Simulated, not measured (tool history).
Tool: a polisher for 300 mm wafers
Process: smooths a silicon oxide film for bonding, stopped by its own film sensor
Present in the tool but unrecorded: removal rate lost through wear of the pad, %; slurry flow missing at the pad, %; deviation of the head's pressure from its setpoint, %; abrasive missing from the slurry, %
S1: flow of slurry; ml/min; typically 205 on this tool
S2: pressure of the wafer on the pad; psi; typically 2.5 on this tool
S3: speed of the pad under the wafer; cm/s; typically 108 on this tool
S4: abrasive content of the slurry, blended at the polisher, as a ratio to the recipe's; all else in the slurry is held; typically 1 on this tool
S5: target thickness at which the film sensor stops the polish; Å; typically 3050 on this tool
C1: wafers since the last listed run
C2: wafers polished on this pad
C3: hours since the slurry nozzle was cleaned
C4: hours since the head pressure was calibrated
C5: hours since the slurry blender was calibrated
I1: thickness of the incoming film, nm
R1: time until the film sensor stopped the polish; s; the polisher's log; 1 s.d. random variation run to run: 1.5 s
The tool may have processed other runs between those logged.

run   hour   S1   S2   S3    S4    S5   C1   C2     C3      C4     C5     I1     R1
  1      0  205  2.5  108     1  3050    0  494  590.2  1278.2  118.9  392.3   98.2
  2    8.2  205  2.5  108     1  3050  104  598  598.4  1286.4  127.1  390.9     99
  3   24.1  205  2.5  108     1  3050  202  801  614.3  1302.3    143    397  104.5
      35.7  -- worn pad replaced by a new one
  4   36.2  205  2.5  108     1  3050  103    6  626.4  1314.4  155.1    385   92.1
      48.8  -- slurry blender recalibrated
  5   49.3  205  2.5  108     1  3050  141  148  639.5  1327.5    0.5  385.4   78.3
  6   57.7  205  2.5  108     1  3050  107  255  647.9  1335.9    8.9    387   82.1
  7   65.2  190  2.5  108     1  3050   95  351  655.4  1343.4   16.4    387   84.5
      71.2  -- head pressure recalibrated
  8   72.2  190  2.5  108     1  3050   63  415  662.4       1   23.4  385.5   83.4
  9   82.9  190  2.5  108     1  3050  136  551  673.1    11.7   34.1  390.5   94.3
 10   96.6  205  2.5  108     1  3050  174  726  686.8    25.4   47.8  387.9   90.3
 11  103.9  205  2.5  108     1  3050   93  819  694.1    32.7   55.1  384.4   86.5
     110.9  -- worn pad replaced by a new one
 12  111.3  205  2.5  108     1  3050   43    5  701.5    40.1   62.5  396.5  101.5
     112.7  -- slurry nozzle cleaned
 13  119.7  165  2.5  108  1.25  3050   94   99      7    48.5   70.9  384.9   85.3
 14  129.3  205  2.5  108     1  3050  122  222   16.6    58.1   80.5  393.6   94.2
 15  139.7  260  2.2  108   1.2  3050  132  354     27    68.5   90.9  386.3     97
 16  146.5  150    3  108  1.25  3310   86  441   33.8    75.3   97.7  383.2   47.1
 17  163.7  235  2.5  146     1  3050  219  661     51    92.5  114.9  396.2   82.4
 18  171.4  205  2.5  108     1  3050   98  759   58.7   100.2  122.6  390.8   98.4
 19  177.9  205  2.5  108     1  3050   82  842   65.2   106.7  129.1  383.6   88.2
 20  184.8  250  2.9  108     1  3050   88  930   72.1   113.6    136  395.3   91.5
       190  -- worn pad replaced by a new one
 21  200.5  205  1.8  108     1  3050  149  134   87.8   129.3  151.7    391  135.1
     218.7  -- slurry blender recalibrated
 22  219.2  205  2.5  134     1  3240  213  347  106.5     148    0.5  386.4   50.4
 23    227  205  2.5  108     1  3050   99  446  114.3   155.8    8.3  384.4     78
 24  237.2  245  2.9  108     1  3050  130  576  124.5     166   18.5  389.9   74.2
 25  244.8  205  2.5  108  1.25  3050   96  673  132.1   173.6   26.1  390.2   81.6
 26  251.5  205  2.5  108     1  3050   85  759  138.8   180.3   32.8    385   84.3
 27  259.9  205  2.5  136     1  3050  107  866  147.2   188.7   41.2  387.2     75
     272.7  -- worn pad replaced by a new one
 28  273.2  205  2.5  136     1  3050  118    7  160.5     202   54.5  391.4   79.2
 29  286.6  205  3.1   86     1  3160  171  178  173.9   215.4   67.9  393.4   86.7
 30  293.5  240  2.5  108     1  3220   88  266  180.8   222.3   74.8  384.2   66.5
 31  309.6  255  2.5  108     1  3330  205  471  196.9   238.4   90.9  389.9   60.1

Take each entry between the runs: how does the hidden state at the last listed run before it differ from the hidden state at the first listed run after it?
Runs 3 to 4: worn pad replaced by a new one (hour 35.7)
  abrasive missing from the slurry, %: 37.7 -> 38.2
  what was measured, less what the result would be without the hidden state, R1: +17.1 -> +15.3 s
Runs 4 to 5: slurry blender recalibrated (hour 48.8)
  abrasive missing from the slurry, %: 38.2 -> 3.68
  what was measured, less what the result would be without the hidden state, R1: +15.3 -> +1.1 s
Runs 7 to 8: head pressure recalibrated (hour 71.2)
  abrasive missing from the slurry, %: 12.8 -> 16
  what was measured, less what the result would be without the hidden state, R1: +4.1 -> +5.2 s
Runs 11 to 12: worn pad replaced by a new one (hour 110.9)
  abrasive missing from the slurry, %: 26.5 -> 28.2
  what was measured, less what the result would be without the hidden state, R1: +9.4 -> +11.9 s
Runs 12 to 13: slurry nozzle cleaned (hour 112.7)
  abrasive missing from the slurry, %: 28.2 -> 29.9
  what was measured, less what the result would be without the hidden state, R1: +11.9 -> +9.7 s
Runs 20 to 21: worn pad replaced by a new one (hour 190)
  abrasive missing from the slurry, %: 37 -> 37.8
  what was measured, less what the result would be without the hidden state, R1: +14.6 -> +22.2 s
Runs 21 to 22: slurry blender recalibrated (hour 218.7)
  abrasive missing from the slurry, %: 37.8 -> 1.96
  what was measured, less what the result would be without the hidden state, R1: +22.2 -> +0.3 s
Runs 27 to 28: worn pad replaced by a new one (hour 272.7)
  abrasive missing from the slurry, %: 20.9 -> 24.7
  what was measured, less what the result would be without the hidden state, R1: +6.3 -> +7.9 s

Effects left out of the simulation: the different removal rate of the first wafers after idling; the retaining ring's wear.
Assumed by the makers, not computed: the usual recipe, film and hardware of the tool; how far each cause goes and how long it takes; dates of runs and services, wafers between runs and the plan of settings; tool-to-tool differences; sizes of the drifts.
